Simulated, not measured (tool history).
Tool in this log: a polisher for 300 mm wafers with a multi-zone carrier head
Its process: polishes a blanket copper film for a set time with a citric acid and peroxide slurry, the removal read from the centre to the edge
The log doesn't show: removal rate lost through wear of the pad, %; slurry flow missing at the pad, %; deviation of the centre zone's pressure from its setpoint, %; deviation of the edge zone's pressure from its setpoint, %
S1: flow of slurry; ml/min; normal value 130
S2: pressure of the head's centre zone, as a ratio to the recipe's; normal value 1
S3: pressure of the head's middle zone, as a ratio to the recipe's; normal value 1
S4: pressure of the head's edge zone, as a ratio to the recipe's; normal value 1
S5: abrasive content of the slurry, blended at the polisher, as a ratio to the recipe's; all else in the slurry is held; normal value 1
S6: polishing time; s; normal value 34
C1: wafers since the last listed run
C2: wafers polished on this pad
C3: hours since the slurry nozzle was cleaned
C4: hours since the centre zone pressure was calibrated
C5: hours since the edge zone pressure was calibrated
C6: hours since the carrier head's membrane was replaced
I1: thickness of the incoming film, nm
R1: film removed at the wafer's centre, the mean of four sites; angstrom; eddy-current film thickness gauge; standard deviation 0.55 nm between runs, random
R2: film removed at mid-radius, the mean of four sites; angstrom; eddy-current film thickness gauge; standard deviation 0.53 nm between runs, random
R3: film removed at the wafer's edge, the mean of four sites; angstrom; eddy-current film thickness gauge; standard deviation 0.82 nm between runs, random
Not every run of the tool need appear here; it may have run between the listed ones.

{"run": 1, "day": 0.0, "S1": 130, "S2": 1, "S3": 1, "S4": 1, "S5": 1, "S6": 43, "C1": 0, "C2": 6, "C3": 9.9, "C4": 821.4, "C5": 14.5, "C6": 1114.2, "I1": 922.8, "R1": 765, "R2": 759, "R3": 757}
{"run": 2, "day": 1.988, "S1": 95, "S2": 1, "S3": 0.97, "S4": 1, "S5": 1, "S6": 34, "C1": 643, "C2": 649, "C3": 57.6, "C4": 869.1, "C5": 62.2, "C6": 1161.9, "I1": 927.3, "R1": 552, "R2": 532, "R3": 559}
{"run": 3, "day": 3.371, "S1": 145, "S2": 1.09, "S3": 1, "S4": 0.9, "S5": 1.25, "S6": 34, "C1": 447, "C2": 1097, "C3": 90.8, "C4": 902.3, "C5": 95.4, "C6": 1195.1, "I1": 911.3, "R1": 678, "R2": 637, "R3": 576}
{"run": 4, "day": 5.508, "S1": 130, "S2": 1, "S3": 1, "S4": 0.97, "S5": 1.3, "S6": 45, "C1": 691, "C2": 1789, "C3": 142.1, "C4": 953.6, "C5": 146.7, "C6": 1246.4, "I1": 930.2, "R1": 821, "R2": 812, "R3": 789}
{"run": 5, "day": 8.442, "S1": 130, "S2": 1, "S3": 1.1, "S4": 1, "S5": 1, "S6": 34, "C1": 949, "C2": 2738, "C3": 212.5, "C4": 1024, "C5": 217.1, "C6": 1316.8, "I1": 917.4, "R1": 581, "R2": 632, "R3": 568}
{"run": 6, "day": 11.108, "S1": 130, "S2": 1, "S3": 1.09, "S4": 1, "S5": 0.75, "S6": 34, "C1": 863, "C2": 3601, "C3": 276.5, "C4": 1088, "C5": 281.1, "C6": 1380.8, "I1": 924.3, "R1": 556, "R2": 595, "R3": 537}
{"run": 7, "day": 13.796, "S1": 85, "S2": 1, "S3": 0.92, "S4": 1, "S5": 1, "S6": 27, "C1": 869, "C2": 4471, "C3": 341, "C4": 1152.5, "C5": 345.6, "C6": 1445.3, "I1": 921, "R1": 385, "R2": 368, "R3": 394}
{"day": 14.892, "done": "edge zone pressure recalibrated"}
{"day": 15.308, "done": "worn pad replaced by a new one"}
{"run": 8, "day": 15.504, "S1": 130, "S2": 1, "S3": 0.88, "S4": 0.9, "S5": 1, "S6": 38, "C1": 472, "C2": 63, "C3": 382, "C4": 1193.5, "C5": 14.7, "C6": 1486.3, "I1": 932.2, "R1": 684, "R2": 612, "R3": 616}
{"run": 9, "day": 17.554, "S1": 100, "S2": 1, "S3": 1, "S4": 1, "S5": 0.85, "S6": 34, "C1": 663, "C2": 727, "C3": 431.2, "C4": 1242.7, "C5": 63.9, "C6": 1535.5, "I1": 910.6, "R1": 545, "R2": 541, "R3": 540}
{"day": 17.842, "done": "slurry nozzle cleaned"}
{"day": 18.404, "done": "carrier head's membrane replaced by a new one"}
{"run": 10, "day": 19.567, "S1": 130, "S2": 1, "S3": 1, "S4": 1, "S5": 1, "S6": 34, "C1": 570, "C2": 1297, "C3": 41.4, "C4": 1291, "C5": 112.2, "C6": 27.9, "I1": 930.5, "R1": 592, "R2": 586, "R3": 569}
{"run": 11, "day": 20.958, "S1": 130, "S2": 1, "S3": 1, "S4": 1.05, "S5": 1, "S6": 34, "C1": 450, "C2": 1748, "C3": 74.8, "C4": 1324.4, "C5": 145.6, "C6": 61.3, "I1": 925.5, "R1": 595, "R2": 588, "R3": 591}
{"run": 12, "day": 22.467, "S1": 85, "S2": 1, "S3": 1, "S4": 1.07, "S5": 1, "S6": 27, "C1": 488, "C2": 2236, "C3": 111, "C4": 1360.6, "C5": 181.8, "C6": 97.5, "I1": 918.9, "R1": 399, "R2": 402, "R3": 431}
{"day": 23.458, "done": "centre zone pressure recalibrated"}
{"run": 13, "day": 23.954, "S1": 130, "S2": 1, "S3": 1, "S4": 1, "S5": 1, "S6": 34, "C1": 454, "C2": 2691, "C3": 146.7, "C4": 11.9, "C5": 217.5, "C6": 133.2, "I1": 918.9, "R1": 586, "R2": 579, "R3": 584}
{"run": 14, "day": 28.125, "S1": 130, "S2": 1, "S3": 0.88, "S4": 1.05, "S5": 1, "S6": 34, "C1": 1350, "C2": 4041, "C3": 246.8, "C4": 112, "C5": 317.6, "C6": 233.3, "I1": 904.4, "R1": 570, "R2": 505, "R3": 576}
{"run": 15, "day": 30.638, "S1": 130, "S2": 1, "S3": 1.04, "S4": 1, "S5": 1, "S6": 34, "C1": 813, "C2": 4854, "C3": 307.1, "C4": 172.3, "C5": 377.9, "C6": 293.6, "I1": 915.4, "R1": 563, "R2": 577, "R3": 539}
{"day": 31.246, "done": "edge zone pressure recalibrated"}
{"run": 16, "day": 33.262, "S1": 130, "S2": 1, "S3": 1, "S4": 0.92, "S5": 1, "S6": 34, "C1": 822, "C2": 5677, "C3": 370.1, "C4": 235.3, "C5": 48.4, "C6": 356.6, "I1": 927.8, "R1": 560, "R2": 552, "R3": 524}
{"day": 33.892, "done": "worn pad replaced by a new one"}
{"day": 35.308, "done": "slurry nozzle cleaned"}
{"run": 17, "day": 35.85, "S1": 130, "S2": 1.04, "S3": 1.06, "S4": 1.1, "S5": 0.9, "S6": 34, "C1": 770, "C2": 621, "C3": 13, "C4": 297.4, "C5": 110.5, "C6": 418.7, "I1": 910.1, "R1": 610, "R2": 618, "R3": 609}
{"run": 18, "day": 37.05, "S1": 130, "S2": 1, "S3": 1, "S4": 1, "S5": 1, "S6": 34, "C1": 388, "C2": 1009, "C3": 41.8, "C4": 326.2, "C5": 139.3, "C6": 447.5, "I1": 924.8, "R1": 614, "R2": 597, "R3": 596}
{"run": 19, "day": 38.808, "S1": 175, "S2": 1.1, "S3": 0.94, "S4": 1, "S5": 1, "S6": 34, "C1": 569, "C2": 1578, "C3": 84, "C4": 368.4, "C5": 181.5, "C6": 489.7, "I1": 911.1, "R1": 682, "R2": 597, "R3": 604}
{"run": 20, "day": 41.529, "S1": 130, "S2": 1.11, "S3": 1.1, "S4": 1.06, "S5": 1, "S6": 39, "C1": 880, "C2": 2459, "C3": 149.3, "C4": 433.7, "C5": 246.8, "C6": 555, "I1": 917, "R1": 735, "R2": 712, "R3": 661}
{"run": 21, "day": 42.571, "S1": 130, "S2": 1, "S3": 1, "S4": 1, "S5": 1, "S6": 34, "C1": 337, "C2": 2796, "C3": 174.3, "C4": 458.7, "C5": 271.8, "C6": 580, "I1": 918.8, "R1": 592, "R2": 586, "R3": 577}

Consider 4 possible next runs. They are alternatives, not a sequence: every one starts from the tool as it was left by run 21. What does each give?
{"run": "A", "day": 42.588, "S1": 130, "S2": 1, "S3": 1, "S4": 1, "S5": 1, "S6": 34, "C1": 5, "C2": 2801, "C3": 174.7, "C4": 459.1, "C5": 272.2, "C6": 580.4, "I1": 930.1, "R1": "?", "R2": "?", "R3": "?"}
{"run": "B", "day": 42.588, "S1": 130, "S2": 0.89, "S3": 1, "S4": 1, "S5": 1, "S6": 34, "C1": 5, "C2": 2801, "C3": 174.7, "C4": 459.1, "C5": 272.2, "C6": 580.4, "I1": 930.1, "R1": "?", "R2": "?", "R3": "?"}
{"run": "C", "day": 42.588, "S1": 130, "S2": 0.95, "S3": 1.04, "S4": 1, "S5": 1.15, "S6": 34, "C1": 5, "C2": 2801, "C3": 174.7, "C4": 459.1, "C5": 272.2, "C6": 580.4, "I1": 930.1, "R1": "?", "R2": "?", "R3": "?"}
{"run": "D", "day": 42.588, "S1": 170, "S2": 1, "S3": 1.06, "S4": 1, "S5": 1, "S6": 34, "C1": 5, "C2": 2801, "C3": 174.7, "C4": 459.1, "C5": 272.2, "C6": 580.4, "I1": 930.1, "R1": "?", "R2": "?", "R3": "?"}

run=A R1=582 R2=577 R3=573
run=B R1=535 R2=577 R3=573
run=C R1=573 R2=609 R3=585
run=D R1=619 R2=640 R3=596
With no hidden state in the tool, these same runs would have given:
run=A R1=610 R2=605 R3=601
run=B R1=561 R2=605 R3=601
run=C R1=600 R2=639 R3=613
run=D R1=650 R2=672 R3=625
